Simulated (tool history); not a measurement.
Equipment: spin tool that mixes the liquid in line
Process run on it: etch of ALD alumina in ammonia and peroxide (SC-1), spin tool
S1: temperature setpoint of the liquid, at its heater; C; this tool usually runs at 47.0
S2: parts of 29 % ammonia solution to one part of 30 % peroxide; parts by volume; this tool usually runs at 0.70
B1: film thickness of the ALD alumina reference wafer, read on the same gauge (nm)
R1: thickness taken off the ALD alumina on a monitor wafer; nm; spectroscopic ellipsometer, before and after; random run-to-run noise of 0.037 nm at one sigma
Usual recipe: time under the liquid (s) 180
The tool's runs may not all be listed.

{"run": 1, "hour": 0.0, "S1": 44.0, "S2": 0.7, "time under the liquid (s)": 180, "B1": 59.98, "R1": 4.78}
{"hour": 18.1, "done": "heated supply line repaired"}
{"run": 2, "hour": 18.6, "S1": 44.0, "S2": 0.7, "time under the liquid (s)": 180, "B1": 60.0, "R1": 4.8}
{"run": 3, "hour": 34.0, "S1": 47.0, "S2": 0.7, "time under the liquid (s)": 180, "B1": 60.01, "R1": 5.68}
{"run": 4, "hour": 48.4, "S1": 47.0, "S2": 0.7, "time under the liquid (s)": 180, "B1": 59.99, "R1": 5.71}
{"run": 5, "hour": 61.8, "S1": 47.0, "S2": 0.7, "time under the liquid (s)": 180, "B1": 59.99, "R1": 5.69}
{"run": 6, "hour": 77.3, "S1": 39.0, "S2": 0.8, "time under the liquid (s)": 220, "B1": 60.0, "R1": 4.46}
{"run": 7, "hour": 90.6, "S1": 47.0, "S2": 0.6, "time under the liquid (s)": 270, "B1": 60.01, "R1": 8.42}
{"run": 8, "hour": 101.2, "S1": 38.0, "S2": 0.7, "time under the liquid (s)": 140, "B1": 60.02, "R1": 2.66}
{"run": 9, "hour": 118.8, "S1": 44.5, "S2": 0.8, "time under the liquid (s)": 150, "B1": 59.99, "R1": 4.21}
{"hour": 123.4, "done": "ammonia flow meter replaced"}
{"run": 10, "hour": 125.9, "S1": 43.0, "S2": 0.5, "time under the liquid (s)": 180, "B1": 59.99, "R1": 4.44}
{"run": 11, "hour": 138.7, "S1": 47.0, "S2": 0.7, "time under the liquid (s)": 180, "B1": 60.02, "R1": 5.75}
{"run": 12, "hour": 149.1, "S1": 47.0, "S2": 0.7, "time under the liquid (s)": 180, "B1": 60.0, "R1": 5.75}
{"run": 13, "hour": 166.7, "S1": 38.5, "S2": 0.8, "time under the liquid (s)": 260, "B1": 60.0, "R1": 5.1}
{"run": 14, "hour": 173.8, "S1": 47.0, "S2": 0.9, "time under the liquid (s)": 180, "B1": 59.99, "R1": 5.83}
{"run": 15, "hour": 179.8, "S1": 47.0, "S2": 0.95, "time under the liquid (s)": 180, "B1": 59.98, "R1": 5.85}
{"run": 16, "hour": 191.5, "S1": 47.0, "S2": 1.0, "time under the liquid (s)": 180, "B1": 60.0, "R1": 5.88}
{"hour": 200.6, "done": "new drum of ammonia solution connected"}
{"run": 17, "hour": 203.0, "S1": 47.0, "S2": 0.7, "time under the liquid (s)": 270, "B1": 59.99, "R1": 8.56}
{"hour": 207.3, "done": "gauge calibrated"}
{"run": 18, "hour": 214.9, "S1": 47.0, "S2": 0.7, "time under the liquid (s)": 180, "B1": 60.02, "R1": 5.7}
{"hour": 217.4, "done": "thermometer replaced"}
{"run": 19, "hour": 221.0, "S1": 42.0, "S2": 0.8, "time under the liquid (s)": 130, "B1": 59.99, "R1": 3.13}
{"run": 20, "hour": 237.4, "S1": 47.0, "S2": 0.7, "time under the liquid (s)": 180, "B1": 60.0, "R1": 5.72}
{"run": 21, "hour": 248.2, "S1": 47.0, "S2": 0.7, "time under the liquid (s)": 180, "B1": 60.01, "R1": 5.7}
{"run": 22, "hour": 261.1, "S1": 38.5, "S2": 0.6, "time under the liquid (s)": 135, "B1": 59.99, "R1": 2.61}
{"run": 23, "hour": 276.6, "S1": 43.0, "S2": 0.9, "time under the liquid (s)": 180, "B1": 59.99, "R1": 4.73}
{"run": 24, "hour": 291.3, "S1": 47.0, "S2": 0.7, "time under the liquid (s)": 180, "B1": 60.02, "R1": 5.73}
{"run": 25, "hour": 308.8, "S1": 40.0, "S2": 0.6, "time under the liquid (s)": 265, "B1": 59.97, "R1": 5.55}
{"run": 26, "hour": 340.2, "S1": 52.5, "S2": 0.6, "time under the liquid (s)": 285, "B1": 60.0, "R1": 11.97}

Alternative continuations, all from the tool just after run 26; predict every row:
{"run": "A", "hour": 340.7, "S1": 47.0, "S2": 0.7, "time under the liquid (s)": 180, "B1": "?", "R1": "?"}
{"run": "B", "hour": 340.7, "S1": 47.0, "S2": 0.7, "time under the liquid (s)": 215, "B1": "?", "R1": "?"}
{"run": "C", "hour": 340.7, "S1": 47.0, "S2": 0.7, "time under the liquid (s)": 235, "B1": "?", "R1": "?"}

run=A B1=59.99 R1=5.69
run=B B1=59.99 R1=6.80
run=C B1=59.99 R1=7.43
Without the tool's hidden state the same runs would have given:
run=A R1=5.69
run=B R1=6.80
run=C R1=7.43
